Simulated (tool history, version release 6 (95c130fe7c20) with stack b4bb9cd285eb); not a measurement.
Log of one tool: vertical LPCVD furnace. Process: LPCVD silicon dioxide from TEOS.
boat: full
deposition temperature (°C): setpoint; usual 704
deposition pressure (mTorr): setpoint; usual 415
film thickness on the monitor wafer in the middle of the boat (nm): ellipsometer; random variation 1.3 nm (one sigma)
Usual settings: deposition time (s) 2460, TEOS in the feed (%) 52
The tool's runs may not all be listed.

run,hour,deposition temperature (°C),deposition pressure (mTorr),deposition time (s),TEOS in the feed (%),wafers since the last listed run,hours since the last temperature calibration,hours since the pressure gauge was zeroed,hours since the TEOS flow controller was replaced,hours since the gauge calibration,"read-back reference wafer on the same gauge, thickness",film thickness on the monitor wafer in the middle of the boat (nm)
1,0.0,704,485,2790,52,0,1241.5,3180.7,2284.7,1109.1,322.89,407.08
2,37.9,704,415,2460,52,566,1279.4,3218.6,2322.6,1147.0,322.88,334.83
3,80.7,704,415,2460,52,639,1322.2,3261.4,2365.4,1189.8,323.00,334.51
4,149.8,704,415,2460,52,1032,1391.3,3330.5,2434.5,1258.9,323.04,333.68
5,303.0,704,415,2460,48,2288,1544.5,3483.7,2587.7,1412.1,322.86,322.38
6,366.1,704,415,2460,48,942,1607.6,3546.8,2650.8,1475.2,322.83,323.52
7,442.4,704,415,2460,52,1139,1683.9,3623.1,2727.1,1551.5,323.01,335.53
8,476.7,704,415,2460,52,512,1718.2,3657.4,2761.4,1585.8,322.86,335.87
9,521.8,704,415,2460,52,673,1763.3,3702.5,2806.5,1630.9,323.34,334.68
10,576.7,704,415,2070,52,819,1818.2,3757.4,2861.4,1685.8,322.94,284.90
11,607.5,704,415,2070,52,460,1849.0,3788.2,2892.2,1716.6,323.06,282.95
12,639.1,704,415,2460,52,471,1880.6,3819.8,2923.8,1748.2,323.20,336.36
# hour 752.1: gauge calibrated
13,789.2,704,415,2460,52,2241,2030.7,3969.9,3073.9,37.1,323.09,338.38
14,839.3,704,415,3060,62,748,2080.8,4020.0,3124.0,87.2,322.96,454.26
15,901.9,714,415,2850,52,934,2143.4,4082.6,3186.6,149.8,322.90,491.78
# hour 938.2: TEOS flow controller replaced
16,938.7,704,415,2460,52,191,2180.2,4119.4,0.5,186.6,322.87,336.03
17,984.6,693,440,1710,52,685,2226.1,4165.3,46.4,232.5,323.07,187.79
18,1013.3,704,415,3060,52,428,2254.8,4194.0,75.1,261.2,322.94,419.44
# hour 1058.8: pressure gauge zeroed
# hour 1064.5: thermocouples replaced and temperature profile calibrated
19,1066.8,704,415,2070,52,354,2.3,8.0,128.6,314.7,323.00,270.91
20,1130.9,716,415,2460,52,957,66.4,72.1,192.7,378.8,323.01,425.22
21,1193.4,700,380,2190,60,933,128.9,134.6,255.2,441.3,322.88,268.28
22,1257.9,704,520,2220,52,963,193.4,199.1,319.7,505.8,323.06,328.80
23,1326.9,704,415,2460,52,1030,262.4,268.1,388.7,574.8,323.44,328.43
24,1388.8,704,415,2460,52,924,324.3,330.0,450.6,636.7,323.06,328.30
25,1422.9,704,415,2460,49,509,358.4,364.1,484.7,670.8,322.97,316.90
26,1486.4,704,415,2460,52,948,421.9,427.6,548.2,734.3,322.91,327.26
27,1542.8,704,415,2460,52,842,478.3,484.0,604.6,790.7,322.98,328.55
28,1577.0,704,495,2460,59,510,512.5,518.2,638.8,824.9,323.23,384.20
29,1640.0,711,385,2460,45,940,575.5,581.2,701.8,887.9,322.95,346.86
30,1709.3,704,415,2460,52,1035,644.8,650.5,771.1,957.2,323.15,329.50
31,1748.5,696,415,2730,52,585,684.0,689.7,810.3,996.4,323.28,303.74

4 ways to go on from here, each from the tool as it stands after run 31. What would each give?
A,1752.4,704,415,2460,52,58,687.9,693.6,814.2,1000.3,?,?
B,1752.4,707,455,3150,46,58,687.9,693.6,814.2,1000.3,?,?
C,1752.4,700,325,2460,42,58,687.9,693.6,814.2,1000.3,?,?
D,1752.4,704,415,2100,46,58,687.9,693.6,814.2,1000.3,?,?

run,"read-back reference wafer on the same gauge, thickness",film thickness on the monitor wafer in the middle of the boat (nm)
A,322.97,328.81
B,322.97,444.18
C,322.97,238.43
D,322.97,264.00
Without the tool's hidden state the same runs would have given:
run,film thickness on the monitor wafer in the middle of the boat (nm)
A,319.14
B,431.19
C,231.36
D,256.23
